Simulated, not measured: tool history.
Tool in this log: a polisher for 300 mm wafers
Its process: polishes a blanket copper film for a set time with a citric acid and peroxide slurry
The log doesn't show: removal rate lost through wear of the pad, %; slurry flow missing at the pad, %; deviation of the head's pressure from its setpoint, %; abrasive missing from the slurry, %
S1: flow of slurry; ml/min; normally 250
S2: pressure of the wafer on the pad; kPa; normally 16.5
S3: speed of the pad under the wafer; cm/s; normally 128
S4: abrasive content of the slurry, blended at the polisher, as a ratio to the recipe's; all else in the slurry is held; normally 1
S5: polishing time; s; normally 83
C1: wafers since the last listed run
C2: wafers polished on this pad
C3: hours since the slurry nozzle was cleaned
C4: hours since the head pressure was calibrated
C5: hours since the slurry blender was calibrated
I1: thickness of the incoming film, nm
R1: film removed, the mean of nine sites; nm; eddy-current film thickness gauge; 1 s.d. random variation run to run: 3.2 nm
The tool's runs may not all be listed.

run 1 hour=0 | S1=250 S2=16.5 S3=128 S4=1 S5=83 | C1=0 C2=606 C3=322.6 C4=706.9 C5=71.2 | I1=1258.3 | R1=204.9
run 2 hour=6.6 | S1=250 S2=16.5 S3=128 S4=1 S5=83 | C1=34 C2=641 C3=329.2 C4=713.5 C5=77.8 | I1=1241.5 | R1=208.9
run 3 hour=19.6 | S1=250 S2=16.5 S3=128 S4=1 S5=83 | C1=68 C2=710 C3=342.2 C4=726.5 C5=90.8 | I1=1264 | R1=208.8
run 4 hour=34.4 | S1=290 S2=14.5 S3=128 S4=1 S5=83 | C1=78 C2=788 C3=357 C4=741.3 C5=105.6 | I1=1252.6 | R1=178.2
-- hour=43.6 worn pad replaced by a new one
run 5 hour=77.2 | S1=290 S2=14.5 S3=128 S4=1 S5=83 | C1=205 C2=177 C3=399.8 C4=784.1 C5=148.4 | I1=1278.4 | R1=197.6
run 6 hour=86.2 | S1=290 S2=14.5 S3=128 S4=1 S5=83 | C1=47 C2=225 C3=408.8 C4=793.1 C5=157.4 | I1=1262.4 | R1=200.1
run 7 hour=103.8 | S1=250 S2=16.5 S3=128 S4=1 S5=83 | C1=93 C2=318 C3=426.4 C4=810.7 C5=175 | I1=1245 | R1=215.5
run 8 hour=121.3 | S1=250 S2=16.5 S3=128 S4=1 S5=83 | C1=92 C2=411 C3=443.9 C4=828.2 C5=192.5 | I1=1268.2 | R1=212.2
run 9 hour=135 | S1=250 S2=16.5 S3=128 S4=1 S5=83 | C1=72 C2=483 C3=457.6 C4=841.9 C5=206.2 | I1=1250 | R1=213
run 10 hour=143.2 | S1=250 S2=16.5 S3=104 S4=1 S5=83 | C1=43 C2=527 C3=465.8 C4=850.1 C5=214.4 | I1=1254.5 | R1=176.4
run 11 hour=150 | S1=250 S2=13.8 S3=128 S4=1.2 S5=83 | C1=35 C2=563 C3=472.6 C4=856.9 C5=221.2 | I1=1249.5 | R1=187
run 12 hour=162.4 | S1=300 S2=16.5 S3=128 S4=1 S5=83 | C1=65 C2=628 C3=485 C4=869.3 C5=233.6 | I1=1254.4 | R1=212.8
run 13 hour=169.8 | S1=250 S2=17.9 S3=110 S4=1.2 S5=60 | C1=39 C2=667 C3=492.4 C4=876.7 C5=241 | I1=1253.8 | R1=147.8
-- hour=183 worn pad replaced by a new one
run 14 hour=187.5 | S1=335 S2=13.1 S3=128 S4=1.25 S5=83 | C1=72 C2=23 C3=510.1 C4=894.4 C5=258.7 | I1=1245.2 | R1=191.3
run 15 hour=195.7 | S1=250 S2=16.5 S3=128 S4=1 S5=83 | C1=43 C2=67 C3=518.3 C4=902.6 C5=266.9 | I1=1261.2 | R1=221.5
run 16 hour=209.2 | S1=285 S2=16.5 S3=128 S4=1 S5=83 | C1=71 C2=138 C3=531.8 C4=916.1 C5=280.4 | I1=1262.3 | R1=225.7
run 17 hour=224.4 | S1=305 S2=16.5 S3=146 S4=1 S5=95 | C1=80 C2=219 C3=547 C4=931.3 C5=295.6 | I1=1239.8 | R1=285.6
run 18 hour=231.2 | S1=250 S2=16.5 S3=128 S4=1.3 S5=83 | C1=35 C2=255 C3=553.8 C4=938.1 C5=302.4 | I1=1265.1 | R1=232
-- hour=239.6 slurry blender recalibrated
run 19 hour=240.9 | S1=180 S2=16.5 S3=148 S4=0.7 S5=83 | C1=40 C2=295 C3=563.5 C4=947.8 C5=1.3 | I1=1249 | R1=223.5
run 20 hour=258.8 | S1=175 S2=16.5 S3=160 S4=1.2 S5=57 | C1=94 C2=390 C3=581.4 C4=965.7 C5=19.2 | I1=1253.8 | R1=183.6
run 21 hour=265.7 | S1=275 S2=16.5 S3=128 S4=1 S5=83 | C1=36 C2=426 C3=588.3 C4=972.6 C5=26.1 | I1=1240 | R1=215.3
-- hour=267.6 slurry nozzle cleaned
run 22 hour=276.1 | S1=285 S2=21.4 S3=128 S4=1 S5=91 | C1=49 C2=476 C3=8.5 C4=983 C5=36.5 | I1=1228.5 | R1=298.7
run 23 hour=287.7 | S1=185 S2=16.5 S3=154 S4=1.1 S5=73 | C1=61 C2=538 C3=20.1 C4=994.6 C5=48.1 | I1=1225.4 | R1=214.6
-- hour=289.8 head pressure recalibrated
run 24 hour=298.6 | S1=250 S2=16.5 S3=128 S4=1 S5=83 | C1=47 C2=585 C3=31 C4=8.8 C5=59 | I1=1262.7 | R1=208
run 25 hour=309.1 | S1=165 S2=20.7 S3=128 S4=0.75 S5=111 | C1=55 C2=640 C3=41.5 C4=19.3 C5=69.5 | I1=1250.9 | R1=302.7
-- hour=342.7 worn pad replaced by a new one
run 26 hour=350.2 | S1=250 S2=16.5 S3=128 S4=0.7 S5=83 | C1=196 C2=39 C3=82.6 C4=60.4 C5=110.6 | I1=1228.1 | R1=200.6
run 27 hour=367.4 | S1=225 S2=20.7 S3=128 S4=0.75 S5=69 | C1=91 C2=130 C3=99.8 C4=77.6 C5=127.8 | I1=1249.6 | R1=200.1
run 28 hour=383.1 | S1=250 S2=16.5 S3=128 S4=1 S5=83 | C1=83 C2=213 C3=115.5 C4=93.3 C5=143.5 | I1=1262.8 | R1=215.4
run 29 hour=400.3 | S1=330 S2=16.5 S3=166 S4=1 S5=83 | C1=91 C2=304 C3=132.7 C4=110.5 C5=160.7 | I1=1263.8 | R1=279.9
run 30 hour=415.2 | S1=250 S2=16.5 S3=98 S4=1 S5=83 | C1=78 C2=383 C3=147.6 C4=125.4 C5=175.6 | I1=1258.6 | R1=166.5
run 31 hour=433 | S1=250 S2=17.9 S3=110 S4=1.2 S5=60 | C1=94 C2=477 C3=165.4 C4=143.2 C5=193.4 | I1=1229.6 | R1=149.4

Hidden condition of the tool, last listed run before each entry between runs versus first listed run after:
Run 4 -> run 5: worn pad replaced by a new one (hour 43.6)
  removal rate lost through wear of the pad, %: 9.06 -> 1.03
  measured less the result without the state, R1: -17.7 -> -2 nm
Run 13 -> run 14: worn pad replaced by a new one (hour 183)
  removal rate lost through wear of the pad, %: 6.66 -> 1.64
  measured less the result without the state, R1: -10.6 -> -3.2 nm
Run 18 -> run 19: slurry blender recalibrated (hour 239.6)
  removal rate lost through wear of the pad, %: 2.52 -> 2.91
  measured less the result without the state, R1: -6 -> -6.7 nm
Run 21 -> run 22: slurry nozzle cleaned (hour 267.6)
  removal rate lost through wear of the pad, %: 4.24 -> 4.94
  measured less the result without the state, R1: -9.5 -> -15.5 nm
Run 23 -> run 24: head pressure recalibrated (hour 289.8)
  removal rate lost through wear of the pad, %: 5.81 -> 6.73
  measured less the result without the state, R1: -13.2 -> -15 nm
Run 25 -> run 26: worn pad replaced by a new one (hour 342.7)
  removal rate lost through wear of the pad, %: 7.69 -> 2.28
  measured less the result without the state, R1: -25.2 -> -4.7 nm
